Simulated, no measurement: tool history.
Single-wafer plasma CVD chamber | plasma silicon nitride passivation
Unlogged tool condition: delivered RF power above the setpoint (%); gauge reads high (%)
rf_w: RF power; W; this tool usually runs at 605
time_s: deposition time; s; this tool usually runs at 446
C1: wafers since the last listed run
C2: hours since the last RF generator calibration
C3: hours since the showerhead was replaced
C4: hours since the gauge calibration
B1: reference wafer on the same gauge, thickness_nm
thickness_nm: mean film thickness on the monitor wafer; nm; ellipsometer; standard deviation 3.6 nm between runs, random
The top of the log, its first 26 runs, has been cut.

run 27 hour=324.3 | rf_w=605 time_s=446 | C1=30 C2=165.1 C3=88.6 C4=184.4 | B1=801.896 | thickness_nm=712.199
run 28 hour=332.1 | rf_w=605 time_s=372 | C1=29 C2=172.9 C3=96.4 C4=192.2 | B1=801.839 | thickness_nm=594.572
run 29 hour=344.3 | rf_w=500 time_s=359 | C1=45 C2=185.1 C3=108.6 C4=204.4 | B1=801.608 | thickness_nm=537.671
run 30 hour=357.0 | rf_w=605 time_s=509 | C1=47 C2=197.8 C3=121.3 C4=217.1 | B1=801.407 | thickness_nm=823.757
run 31 hour=372.2 | rf_w=605 time_s=446 | C1=56 C2=213.0 C3=136.5 C4=232.3 | B1=801.107 | thickness_nm=722.313
run 32 hour=380.5 | rf_w=605 time_s=446 | C1=31 C2=221.3 C3=144.8 C4=240.6 | B1=802.751 | thickness_nm=716.703
run 33 hour=390.9 | rf_w=605 time_s=446 | C1=38 C2=231.7 C3=155.2 C4=251.0 | B1=800.286 | thickness_nm=718.117
run 34 hour=430.8 | rf_w=540 time_s=507 | C1=149 C2=271.6 C3=195.1 C4=290.9 | B1=801.814 | thickness_nm=771.075

Consider 3 possible next runs. They are alternatives, not a sequence: every one starts from the tool as it was left by run 34. What does each give?
run A hour=431.3 | rf_w=605 time_s=495 | C1=1 C2=272.1 C3=195.6 C4=291.4 | B1=? | thickness_nm=?
run B hour=431.3 | rf_w=605 time_s=504 | C1=1 C2=272.1 C3=195.6 C4=291.4 | B1=? | thickness_nm=?
run C hour=431.3 | rf_w=485 time_s=415 | C1=1 C2=272.1 C3=195.6 C4=291.4 | B1=? | thickness_nm=?

run=A B1=801.891 thickness_nm=794.292
run=B B1=801.891 thickness_nm=808.733
run=C B1=801.891 thickness_nm=608.894
Stripped of hidden state, with their random variation kept, the same runs would have yielded:
run=A thickness_nm=794.292
run=B thickness_nm=808.733
run=C thickness_nm=608.894
